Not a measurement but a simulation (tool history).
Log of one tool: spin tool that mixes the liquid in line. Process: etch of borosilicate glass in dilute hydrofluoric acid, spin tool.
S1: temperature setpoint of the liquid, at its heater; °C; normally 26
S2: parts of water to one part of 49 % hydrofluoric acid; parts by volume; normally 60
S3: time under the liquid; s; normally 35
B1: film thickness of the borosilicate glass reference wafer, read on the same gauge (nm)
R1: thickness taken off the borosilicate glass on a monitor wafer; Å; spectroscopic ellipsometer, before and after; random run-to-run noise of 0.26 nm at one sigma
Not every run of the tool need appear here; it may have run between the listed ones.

{"run": 1, "day": 0.0, "S1": 26, "S2": 60, "S3": 35, "B1": 29.98, "R1": 277}
{"run": 2, "day": 1.688, "S1": 26, "S2": 60, "S3": 35, "B1": 30, "R1": 272.8}
{"run": 3, "day": 4.592, "S1": 26, "S2": 60, "S3": 35, "B1": 29.99, "R1": 272.4}
{"run": 4, "day": 7.442, "S1": 26, "S2": 60, "S3": 35, "B1": 30.02, "R1": 271.4}
{"run": 5, "day": 10.371, "S1": 26, "S2": 60, "S3": 35, "B1": 30, "R1": 270}
{"run": 6, "day": 19.004, "S1": 24.5, "S2": 60, "S3": 40, "B1": 30.02, "R1": 291.8}
{"run": 7, "day": 23.975, "S1": 24.5, "S2": 60, "S3": 40, "B1": 29.99, "R1": 286.5}
{"run": 8, "day": 25.95, "S1": 24.5, "S2": 60, "S3": 40, "B1": 29.99, "R1": 286.9}
{"run": 9, "day": 28.742, "S1": 26, "S2": 60, "S3": 35, "B1": 30, "R1": 297.5}
{"run": 10, "day": 30.754, "S1": 26, "S2": 75, "S3": 35, "B1": 30, "R1": 232.4}
{"run": 11, "day": 33.729, "S1": 26, "S2": 75, "S3": 35, "B1": 30.01, "R1": 232.4}
{"run": 12, "day": 36.488, "S1": 26, "S2": 60, "S3": 35, "B1": 29.99, "R1": 293.1}
{"run": 13, "day": 37.942, "S1": 26, "S2": 60, "S3": 35, "B1": 30, "R1": 294.6}
{"run": 14, "day": 40.383, "S1": 26, "S2": 60, "S3": 35, "B1": 29.98, "R1": 286.9}
{"run": 15, "day": 42.683, "S1": 26, "S2": 60, "S3": 35, "B1": 30.01, "R1": 284.2}
{"run": 16, "day": 44.275, "S1": 24.5, "S2": 60, "S3": 40, "B1": 30.01, "R1": 309.5}
{"run": 17, "day": 45.617, "S1": 23, "S2": 90, "S3": 50, "B1": 30, "R1": 235.7}
{"run": 18, "day": 47.25, "S1": 27.5, "S2": 60, "S3": 25, "B1": 30.01, "R1": 218.8}
{"run": 19, "day": 48.567, "S1": 26, "S2": 45, "S3": 20, "B1": 29.99, "R1": 219.8}
{"run": 20, "day": 51.529, "S1": 26, "S2": 80, "S3": 45, "B1": 29.98, "R1": 270.5}
{"run": 21, "day": 53.533, "S1": 30, "S2": 45, "S3": 55, "B1": 30.02, "R1": 714.1}
{"run": 22, "day": 56.446, "S1": 29, "S2": 35, "S3": 35, "B1": 30.01, "R1": 573.2}
{"run": 23, "day": 59.308, "S1": 23, "S2": 60, "S3": 35, "B1": 30, "R1": 255.6}
{"run": 24, "day": 60.646, "S1": 26, "S2": 85, "S3": 35, "B1": 30.01, "R1": 193.5}
{"run": 25, "day": 62.483, "S1": 26, "S2": 60, "S3": 35, "B1": 29.99, "R1": 281.3}
{"run": 26, "day": 65.029, "S1": 26, "S2": 70, "S3": 50, "B1": 30, "R1": 335.3}
{"run": 27, "day": 67.271, "S1": 30.5, "S2": 85, "S3": 25, "B1": 30.01, "R1": 163.9}
{"run": 28, "day": 68.883, "S1": 26, "S2": 60, "S3": 35, "B1": 29.99, "R1": 284.9}
{"run": 29, "day": 70.442, "S1": 26, "S2": 85, "S3": 35, "B1": 30, "R1": 192.4}
{"run": 30, "day": 73.362, "S1": 26, "S2": 45, "S3": 55, "B1": 30, "R1": 599.3}

Removed from this log: 4 entries logged between the listed runs. Between which two listed runs does each belong, and how does the tool's hidden state at the listed run before it compare with that at the listed run after it?
Run 4 -> run 5: gauge calibrated (day 10.229)
  liquid colder than its thermometer reads (K): 2.08 -> 2.17
  measured value less the no-hidden-state value, R1: -23.9 -> -24.8 Å
Run 8 -> run 9: thermometer replaced (day 27.35)
  liquid colder than its thermometer reads (K): 2.64 -> 0.104
  measured value less the no-hidden-state value, R1: -32.9 -> -1.2 Å
Run 12 -> run 13: hydrofluoric acid flow meter replaced (day 37.762)
  liquid colder than its thermometer reads (K): 0.339 -> 0.384
  measured value less the no-hidden-state value, R1: -4 -> -4.5 Å
Run 20 -> run 21: gauge calibrated (day 52.712)
  liquid colder than its thermometer reads (K): 0.798 -> 0.859
  measured value less the no-hidden-state value, R1: -8.8 -> -24.7 Å
